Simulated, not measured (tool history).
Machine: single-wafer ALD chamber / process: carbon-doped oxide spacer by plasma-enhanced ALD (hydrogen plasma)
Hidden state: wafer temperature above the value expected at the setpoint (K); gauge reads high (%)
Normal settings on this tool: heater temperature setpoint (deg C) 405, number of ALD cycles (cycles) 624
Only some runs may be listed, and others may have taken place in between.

run	hour	heater temperature setpoint (deg C)	number of ALD cycles (cycles)	wafers since the last listed run	hours since the last thermocouple change	hours since the gauge calibration	read-back reference wafer on the same gauge, thickness_nm	mean film thickness on the monitor wafer (angstrom)
1	0	405	624	0	1967.9	134.2	26.218	306.07
2	29.7	405	689	13	1997.6	163.9	26.194	339.39
3	56.4	405	624	11	2024.3	190.6	26.228	306.14
4	89.1	405	624	14	2057	223.3	26.194	307.02
# hour 120.7: thermocouple changed; heater temperature recalibrated
5	121.2	405	624	10	0.5	255.4	26.221	307.35
6	148.8	405	624	12	28.1	283	26.196	306.37
7	166.9	401	690	7	46.2	301.1	26.198	343.35
8	179.5	405	624	5	58.8	313.7	26.2	307.28
# hour 194.7: gauge calibrated
9	201.9	418	500	9	81.2	7.2	26.187	235.86
10	228.3	415	624	11	107.6	33.6	26.17	298.05
11	252.2	400	697	10	131.5	57.5	26.185	348.84
12	275.1	392	696	10	154.4	80.4	26.196	347.05
13	290.6	405	624	6	169.9	95.9	26.187	305.71
14	321.6	414	521	13	200.9	126.9	26.184	248.44

Hidden condition of the tool, last listed run before each entry between runs versus first listed run after:
After run 4, before run 5: thermocouple changed; heater temperature recalibrated (hour 120.7)
  no difference in the tool's unlogged condition between these two runs
After run 8, before run 9: gauge calibrated (hour 194.7)
  no difference in the tool's unlogged condition between these two runs

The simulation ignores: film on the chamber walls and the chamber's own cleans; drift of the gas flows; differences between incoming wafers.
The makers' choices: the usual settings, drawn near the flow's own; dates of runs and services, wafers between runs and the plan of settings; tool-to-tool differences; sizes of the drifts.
